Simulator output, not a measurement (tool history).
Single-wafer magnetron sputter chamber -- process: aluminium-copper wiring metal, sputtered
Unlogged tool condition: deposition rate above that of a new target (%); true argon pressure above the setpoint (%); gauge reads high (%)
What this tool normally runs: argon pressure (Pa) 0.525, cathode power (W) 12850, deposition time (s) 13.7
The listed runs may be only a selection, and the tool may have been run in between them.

| run | hour | argon pressure (Pa) | cathode power (W) | deposition time (s) | wafers since the last listed run | wafers on the sputter target | hours since the last manometer calibration | hours since the magnet pack was replaced | hours since the gauge calibration | read-back reference wafer on the same gauge, thickness_nm | mean film thickness on the monitor wafer (angstrom) |
|---|---|---|---|---|---|---|---|---|---|---|---|
| 1 | 0.0 | 0.525 | 12850 | 13.7 | 0 | 31 | 324.7 | 9228.0 | 1492.8 | 347.014 | 2944.21 |
| 2 | 41.2 | 0.525 | 12850 | 13.7 | 1374 | 1406 | 365.9 | 9269.2 | 1534.0 | 347.003 | 2900.39 |
| 3 | 73.8 | 0.525 | 12850 | 13.7 | 1087 | 2493 | 398.5 | 9301.8 | 1566.6 | 346.741 | 2927.26 |
| 4 | 105.7 | 0.525 | 12850 | 13.7 | 1064 | 3557 | 430.4 | 9333.7 | 1598.5 | 346.921 | 2906.41 |
| 5 | 145.0 | 0.525 | 12850 | 13.7 | 1311 | 4868 | 469.7 | 9373.0 | 1637.8 | 347.034 | 2930.12 |
| 6 | 193.5 | 0.525 | 12850 | 13.7 | 1617 | 6486 | 518.2 | 9421.5 | 1686.3 | 347.180 | 2893.64 |
| 7 | 264.9 | 0.525 | 12850 | 13.7 | 2381 | 8868 | 589.6 | 9492.9 | 1757.7 | 347.040 | 2876.71 |
| 8 | 308.7 | 0.525 | 12850 | 13.7 | 1461 | 10329 | 633.4 | 9536.7 | 1801.5 | 347.040 | 2851.25 |
| 9 | 339.4 | 0.525 | 12850 | 13.7 | 1024 | 11353 | 664.1 | 9567.4 | 1832.2 | 346.955 | 2855.78 |
|  | 353.5 | magnet pack replaced |
| 10 | 395.2 | 0.525 | 12850 | 13.7 | 1594 | 12948 | 719.9 | 41.7 | 1888.0 | 347.154 | 2802.97 |
| 11 | 437.4 | 0.525 | 12850 | 13.7 | 1407 | 14356 | 762.1 | 83.9 | 1930.2 | 347.167 | 2776.39 |
|  | 482.8 | sputter target and shields replaced |
| 12 | 503.4 | 0.525 | 12850 | 13.7 | 1934 | 688 | 828.1 | 149.9 | 1996.2 | 347.115 | 2912.94 |
| 13 | 630.4 | 0.525 | 12850 | 13.7 | 4236 | 4925 | 955.1 | 276.9 | 2123.2 | 346.881 | 2910.32 |
| 14 | 676.2 | 0.525 | 12850 | 13.7 | 1527 | 6453 | 1000.9 | 322.7 | 2169.0 | 346.908 | 2910.53 |
|  | 732.3 | capacitance manometer re-zeroed and calibrated |
| 15 | 742.6 | 0.525 | 11450 | 13.7 | 1948 | 8401 | 10.3 | 389.1 | 2235.4 | 347.161 | 2560.56 |
| 16 | 770.8 | 0.461 | 10300 | 16.4 | 940 | 9341 | 38.5 | 417.3 | 2263.6 | 347.156 | 2874.53 |
| 17 | 822.1 | 0.667 | 12850 | 13.7 | 1711 | 11053 | 89.8 | 468.6 | 2314.9 | 347.086 | 2625.53 |
| 18 | 873.0 | 0.613 | 11000 | 13.0 | 1697 | 12751 | 140.7 | 519.5 | 2365.8 | 346.869 | 2188.42 |
|  | 930.3 | sputter target and shields replaced |
| 19 | 991.6 | 0.525 | 12850 | 13.7 | 3689 | 2043 | 259.3 | 638.1 | 2484.4 | 347.100 | 2926.13 |
|  | 1021.2 | gauge calibrated |
| 20 | 1035.0 | 0.525 | 12850 | 13.7 | 1447 | 3491 | 302.7 | 681.5 | 13.8 | 347.168 | 2943.30 |
| 21 | 1096.9 | 0.640 | 10050 | 11.2 | 2064 | 5556 | 364.6 | 743.4 | 75.7 | 347.073 | 1751.97 |
| 22 | 1125.3 | 0.525 | 14150 | 11.8 | 947 | 6503 | 393.0 | 771.8 | 104.1 | 346.783 | 2760.32 |
| 23 | 1319.9 | 0.615 | 9850 | 13.0 | 6491 | 12995 | 587.6 | 966.4 | 298.7 | 346.759 | 1955.51 |
|  | 1332.2 | sputter target and shields replaced |
| 24 | 1386.3 | 0.525 | 12850 | 13.7 | 1948 | 1805 | 654.0 | 1032.8 | 365.1 | 347.120 | 2950.09 |
| 25 | 1433.4 | 0.465 | 12850 | 16.4 | 1571 | 3376 | 701.1 | 1079.9 | 412.2 | 347.019 | 3612.91 |
| 26 | 1462.7 | 0.525 | 12850 | 13.7 | 977 | 4353 | 730.4 | 1109.2 | 441.5 | 346.987 | 2916.76 |
| 27 | 1504.5 | 0.525 | 12850 | 13.7 | 1394 | 5748 | 772.2 | 1151.0 | 483.3 | 346.999 | 2922.74 |
| 28 | 1543.3 | 0.448 | 10900 | 13.7 | 1294 | 7042 | 811.0 | 1189.8 | 522.1 | 346.948 | 2567.47 |
| 29 | 1605.2 | 0.651 | 12850 | 15.6 | 2064 | 9107 | 872.9 | 1251.7 | 584.0 | 346.867 | 3051.41 |
| 30 | 1674.6 | 0.410 | 12850 | 12.3 | 2315 | 11422 | 942.3 | 1321.1 | 653.4 | 347.075 | 2746.39 |
|  | 1744.4 | capacitance manometer re-zeroed and calibrated |
| 31 | 1744.9 | 0.525 | 13900 | 13.7 | 2078 | 13500 | 0.5 | 1391.4 | 723.7 | 346.691 | 3044.48 |

Expected results for the next run?
| 32 | 1773.5 | 0.525 | 10200 | 11.8 | 954 | 14454 | 29.1 | 1420.0 | 752.3 | ? | ? |

{"run 32": {"read-back reference wafer on the same gauge, thickness_nm": 346.777, "mean film thickness on the monitor wafer (angstrom)": 1906.99}}
If the tool had no hidden condition, the same run with the same run-to-run variation would have returned mean film thickness on the monitor wafer (angstrom) 2001.53.
